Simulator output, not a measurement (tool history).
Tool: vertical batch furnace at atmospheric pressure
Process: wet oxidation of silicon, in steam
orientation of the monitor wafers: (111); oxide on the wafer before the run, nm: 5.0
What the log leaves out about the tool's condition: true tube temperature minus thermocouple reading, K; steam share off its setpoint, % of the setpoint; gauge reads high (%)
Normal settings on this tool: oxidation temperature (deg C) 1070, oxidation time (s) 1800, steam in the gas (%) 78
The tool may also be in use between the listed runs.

| run | hour | oxidation temperature (deg C) | oxidation time (s) | steam in the gas (%) | wafers since the last listed run | hours since the last temperature calibration | hours since the steam generator was serviced | hours since the gauge calibration | read-back reference wafer on the same gauge, thickness | oxide thickness on the monitor wafer (Å) |
|---|---|---|---|---|---|---|---|---|---|---|
| 1 | 0 | 1070 | 1380 | 75 | 0 | 1243.6 | 916.9 | 264 | 508.81 | 3740.7 |
| 2 | 39 | 1070 | 1380 | 75 | 322 | 1282.6 | 955.9 | 303 | 508.76 | 3726.9 |
| 3 | 108.4 | 1070 | 1380 | 75 | 574 | 1352 | 1025.3 | 372.4 | 508.76 | 3716.7 |
| 4 | 180 | 1070 | 1800 | 78 | 592 | 1423.6 | 1096.9 | 444 | 508.92 | 4470.4 |
| 5 | 248.2 | 1070 | 1800 | 78 | 564 | 1491.8 | 1165.1 | 512.2 | 508.88 | 4442.3 |
| 6 | 292.6 | 1070 | 1800 | 81 | 367 | 1536.2 | 1209.5 | 556.6 | 508.85 | 4532.7 |
| 7 | 330.8 | 1070 | 1800 | 78 | 316 | 1574.4 | 1247.7 | 594.8 | 509.01 | 4440.1 |
| 8 | 383.6 | 1070 | 1800 | 78 | 437 | 1627.2 | 1300.5 | 647.6 | 509.08 | 4442.1 |
| 9 | 409.8 | 1070 | 1800 | 78 | 216 | 1653.4 | 1326.7 | 673.8 | 509.26 | 4446.4 |
| 10 | 465.7 | 1070 | 1110 | 78 | 462 | 1709.3 | 1382.6 | 729.7 | 509.13 | 3337.5 |
| 11 | 536.7 | 1070 | 1110 | 78 | 587 | 1780.3 | 1453.6 | 800.7 | 509.23 | 3332.3 |
| 12 | 574.9 | 1070 | 1110 | 78 | 316 | 1818.5 | 1491.8 | 838.9 | 508.76 | 3341.4 |
| 13 | 700.1 | 1070 | 1800 | 78 | 1036 | 1943.7 | 1617 | 964.1 | 508.47 | 4404.4 |
| 14 | 733.7 | 1070 | 1530 | 78 | 278 | 1977.3 | 1650.6 | 997.7 | 509.64 | 4030.5 |
| 15 | 790.6 | 1070 | 1530 | 78 | 471 | 2034.2 | 1707.5 | 1054.6 | 508.95 | 4016.3 |
|  | 802.7 | gauge calibrated |
| 16 | 830.5 | 1070 | 1800 | 83 | 330 | 2074.1 | 1747.4 | 27.8 | 509.16 | 4588.9 |
|  | 930.9 | thermocouples replaced and temperature profile calibrated |
|  | 949.1 | steam generator serviced |
| 17 | 960.3 | 1070 | 1800 | 78 | 725 | 29.4 | 11.2 | 157.6 | 508.88 | 4463.8 |
| 18 | 1020.3 | 1049 | 1560 | 70 | 496 | 89.4 | 71.2 | 217.6 | 508.68 | 3462.9 |
| 19 | 1078.4 | 1070 | 1800 | 78 | 481 | 147.5 | 129.3 | 275.7 | 509.14 | 4452.7 |
| 20 | 1112.6 | 1070 | 1800 | 82 | 283 | 181.7 | 163.5 | 309.9 | 509.14 | 4571.7 |
| 21 | 1154.3 | 1094 | 2670 | 84 | 345 | 223.4 | 205.2 | 351.6 | 509.09 | 6362.5 |
| 22 | 1202 | 1055 | 960 | 73 | 394 | 271.1 | 252.9 | 399.3 | 508.93 | 2734.8 |
| 23 | 1226.8 | 1048 | 1800 | 78 | 205 | 295.9 | 277.7 | 424.1 | 509.13 | 4012.6 |
| 24 | 1284.4 | 1070 | 1800 | 66 | 476 | 353.5 | 335.3 | 481.7 | 509.19 | 4047.1 |
| 25 | 1364 | 1070 | 2610 | 78 | 659 | 433.1 | 414.9 | 561.3 | 509.17 | 5500 |
| 26 | 1405.8 | 1070 | 1140 | 78 | 346 | 474.9 | 456.7 | 603.1 | 509.08 | 3411.7 |
| 27 | 1442.4 | 1070 | 1800 | 78 | 303 | 511.5 | 493.3 | 639.7 | 509.33 | 4460.4 |
| 28 | 1481.8 | 1070 | 1320 | 72 | 326 | 550.9 | 532.7 | 679.1 | 508.95 | 3547.8 |
| 29 | 1541.6 | 1070 | 1800 | 78 | 495 | 610.7 | 592.5 | 738.9 | 508.89 | 4441.4 |
| 30 | 1611.7 | 1092 | 2340 | 78 | 580 | 680.8 | 662.6 | 809 | 508.7 | 5660.6 |
| 31 | 1663 | 1070 | 1800 | 78 | 424 | 732.1 | 713.9 | 860.3 | 509.32 | 4425.9 |
| 32 | 1691.7 | 1070 | 1560 | 73 | 237 | 760.8 | 742.6 | 889 | 508.44 | 3937.7 |
| 33 | 1737.3 | 1070 | 1800 | 74 | 377 | 806.4 | 788.2 | 934.6 | 509.11 | 4301.7 |
| 34 | 1786 | 1070 | 1800 | 78 | 403 | 855.1 | 836.9 | 983.3 | 509.01 | 4446.4 |
| 35 | 1854.8 | 1070 | 2460 | 73 | 569 | 923.9 | 905.7 | 1052.1 | 509.16 | 5107.5 |
| 36 | 1894.5 | 1070 | 1800 | 82 | 328 | 963.6 | 945.4 | 1091.8 | 509.13 | 4568.8 |
| 37 | 1927.4 | 1094 | 1800 | 68 | 272 | 996.5 | 978.3 | 1124.7 | 509.25 | 4544.6 |
| 38 | 1972.3 | 1047 | 960 | 74 | 371 | 1041.4 | 1023.2 | 1169.6 | 508.82 | 2604.9 |

How would selected steps in oxide thickness on the monitor wafer (Å) from run to run divide? Give the signed amount a tool lacking its hidden state would still show from settings, what came in and random variation, and the signed amount left for the hidden state, including any gauge scatter that is not in both of the compared results.
Run 12 -> 13: oxidation time (s) 1110 -> 1800. oxide thickness on the monitor wafer (Å) +1063: hidden state -18.2, all else +1081.2.
Run 16 -> 17: steam in the gas (%) 83 -> 78, thermocouples replaced and temperature profile calibrated, steam generator serviced. oxide thickness on the monitor wafer (Å) -125.1: hidden state +46.5, all else -171.6.
Run 21 -> 22: oxidation temperature (deg C) 1094 -> 1055, oxidation time (s) 2670 -> 960, steam in the gas (%) 84 -> 73. oxide thickness on the monitor wafer (Å) -3627.7: hidden state +13.9, all else -3641.6.
Run 25 -> 26: oxidation time (s) 2610 -> 1140. oxide thickness on the monitor wafer (Å) -2088.3: hidden state +9.2, all else -2097.5.
Run 37 -> 38: oxidation temperature (deg C) 1094 -> 1047, oxidation time (s) 1800 -> 960, steam in the gas (%) 68 -> 74. oxide thickness on the monitor wafer (Å) -1939.7: hidden state +12.7, all else -1952.4.

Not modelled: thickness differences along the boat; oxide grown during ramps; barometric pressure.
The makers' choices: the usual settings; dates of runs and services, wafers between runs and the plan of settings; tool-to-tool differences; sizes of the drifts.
